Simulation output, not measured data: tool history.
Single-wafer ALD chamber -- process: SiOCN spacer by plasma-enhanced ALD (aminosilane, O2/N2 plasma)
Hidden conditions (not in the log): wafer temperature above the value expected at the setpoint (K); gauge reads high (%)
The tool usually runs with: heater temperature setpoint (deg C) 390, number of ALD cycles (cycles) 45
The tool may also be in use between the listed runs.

| run | hour | heater temperature setpoint (deg C) | number of ALD cycles (cycles) | wafers since the last listed run | hours since the last thermocouple change | hours since the gauge calibration | read-back reference wafer on the same gauge, thickness_nm | mean film thickness on the monitor wafer (Å) |
|---|---|---|---|---|---|---|---|---|
| 1 | 0.0 | 390 | 38 | 0 | 2186.2 | 148.9 | 2.529 | 25.00 |
| 2 | 19.1 | 390 | 38 | 83 | 2205.3 | 168.0 | 2.521 | 24.72 |
| 3 | 111.4 | 390 | 38 | 405 | 2297.6 | 260.3 | 2.517 | 24.79 |
| 4 | 147.0 | 390 | 45 | 156 | 2333.2 | 295.9 | 2.511 | 29.26 |
| 5 | 160.2 | 390 | 45 | 58 | 2346.4 | 309.1 | 2.512 | 29.24 |
| 6 | 180.9 | 390 | 45 | 91 | 2367.1 | 329.8 | 2.509 | 29.27 |
|  | 197.7 | gauge calibrated |
|  | 198.6 | thermocouple changed; heater temperature recalibrated |
| 7 | 209.1 | 390 | 45 | 88 | 10.5 | 11.4 | 2.547 | 29.74 |
| 8 | 237.0 | 390 | 45 | 122 | 38.4 | 39.3 | 2.541 | 29.52 |
| 9 | 251.7 | 390 | 45 | 64 | 53.1 | 54.0 | 2.541 | 29.56 |
| 10 | 265.7 | 390 | 38 | 61 | 67.1 | 68.0 | 2.540 | 24.95 |
| 11 | 283.4 | 379 | 49 | 77 | 84.8 | 85.7 | 2.536 | 32.30 |
| 12 | 314.6 | 403 | 45 | 137 | 116.0 | 116.9 | 2.533 | 29.49 |
| 13 | 328.1 | 390 | 45 | 59 | 129.5 | 130.4 | 2.539 | 29.55 |
| 14 | 348.8 | 404 | 40 | 91 | 150.2 | 151.1 | 2.532 | 26.11 |
| 15 | 367.1 | 396 | 39 | 80 | 168.5 | 169.4 | 2.527 | 25.45 |
| 16 | 399.9 | 401 | 42 | 144 | 201.3 | 202.2 | 2.523 | 27.46 |
| 17 | 419.4 | 401 | 42 | 85 | 220.8 | 221.7 | 2.523 | 27.32 |
| 18 | 452.0 | 384 | 38 | 143 | 253.4 | 254.3 | 2.523 | 24.63 |

What the log doesn't show, run by run:
wafer temperature above the value expected at the setpoint (K): 0 at every run
H1: gauge reads high (%)
| run | H1 |
|---|---|
| 1 | -0.858 |
| 2 | -0.935 |
| 3 | -1.3 |
| 4 | -1.45 |
| 5 | -1.5 |
| 6 | -1.58 |
| 7 | -0.168 |
| 8 | -0.28 |
| 9 | -0.339 |
| 10 | -0.395 |
| 11 | -0.466 |
| 12 | -0.59 |
| 13 | -0.644 |
| 14 | -0.727 |
| 15 | -0.8 |
| 16 | -0.932 |
| 17 | -1.01 |
| 18 | -1.14 |

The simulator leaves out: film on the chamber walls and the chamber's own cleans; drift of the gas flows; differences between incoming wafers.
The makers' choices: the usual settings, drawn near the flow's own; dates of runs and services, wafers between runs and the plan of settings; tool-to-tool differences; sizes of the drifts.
